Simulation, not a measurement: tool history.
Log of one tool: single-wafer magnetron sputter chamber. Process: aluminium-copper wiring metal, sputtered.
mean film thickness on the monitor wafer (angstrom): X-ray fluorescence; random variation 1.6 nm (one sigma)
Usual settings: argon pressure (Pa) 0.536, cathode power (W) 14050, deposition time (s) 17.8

| run | hour | argon pressure (Pa) | cathode power (W) | deposition time (s) | read-back reference wafer on the same gauge, thickness_nm | mean film thickness on the monitor wafer (angstrom) |
|---|---|---|---|---|---|---|
| 1 | 0 | 0.536 | 14050 | 17.8 | 393.039 | 3947.58 |
| 2 | 103.4 | 0.536 | 14050 | 17.8 | 391.781 | 3906.86 |
| 3 | 189.5 | 0.536 | 14050 | 17.8 | 391.203 | 3903.04 |
| 4 | 297 | 0.536 | 14050 | 17.8 | 389.579 | 3878.33 |
| 5 | 375.1 | 0.683 | 14050 | 20.5 | 388.808 | 4085.33 |
|  | 472.5 | sputter target and shields replaced |
| 6 | 473 | 0.683 | 14050 | 20.5 | 387.356 | 4012.27 |
| 7 | 517.4 | 0.536 | 14050 | 17.8 | 386.861 | 3858.49 |
| 8 | 598.2 | 0.536 | 14050 | 17.8 | 385.271 | 3844.57 |
|  | 667.9 | capacitance manometer re-zeroed and calibrated |
| 9 | 686.6 | 0.536 | 14050 | 17.8 | 383.369 | 3831.79 |
|  | 693.1 | gauge calibrated |
| 10 | 751.4 | 0.39 | 14050 | 15.8 | 394.731 | 3839.82 |
| 11 | 851.1 | 0.536 | 10700 | 17.8 | 394.496 | 2982.68 |
| 12 | 891.9 | 0.722 | 11850 | 20.9 | 394.233 | 3485.23 |
|  | 936.1 | sputter target and shields replaced |
| 13 | 951 | 0.601 | 17400 | 16.1 | 394.105 | 4247.06 |
| 14 | 992.9 | 0.669 | 16250 | 17.8 | 393.866 | 4185.67 |
|  | 1018.7 | magnet pack replaced |
| 15 | 1055 | 0.694 | 17400 | 20.8 | 394.083 | 5107.82 |
| 16 | 1093.3 | 0.536 | 14050 | 17.8 | 393.606 | 3916.75 |
| 17 | 1145.5 | 0.536 | 14050 | 17.8 | 393.477 | 3907.43 |
| 18 | 1204.5 | 0.536 | 14050 | 17.8 | 393.69 | 3954.78 |
| 19 | 1281.2 | 0.719 | 11650 | 14.7 | 392.585 | 2383.86 |
|  | 1414.2 | sputter target and shields replaced |
| 20 | 1564.6 | 0.439 | 14050 | 17.8 | 390.915 | 4162.16 |
| 21 | 1601.5 | 0.536 | 14050 | 17.8 | 389.997 | 3882.98 |

3 ways to go on from here, each from the tool as it stands after run 21. What would each give?
| A | 1601.9 | 0.536 | 14050 | 17.8 | ? | ? |
| B | 1601.9 | 0.395 | 17250 | 15.4 | ? | ? |
| C | 1601.9 | 0.4 | 14050 | 14.7 | ? | ? |

| run | read-back reference wafer on the same gauge, thickness_nm | mean film thickness on the monitor wafer (angstrom) |
|---|---|---|
| A | 390.079 | 3873.51 |
| B | 390.079 | 4512.38 |
| C | 390.079 | 3496.58 |
Without the tool's hidden state the same runs would have given:
| run | mean film thickness on the monitor wafer (angstrom) |
|---|---|
| A | 3931.09 |
| B | 4579.46 |
| C | 3548.55 |
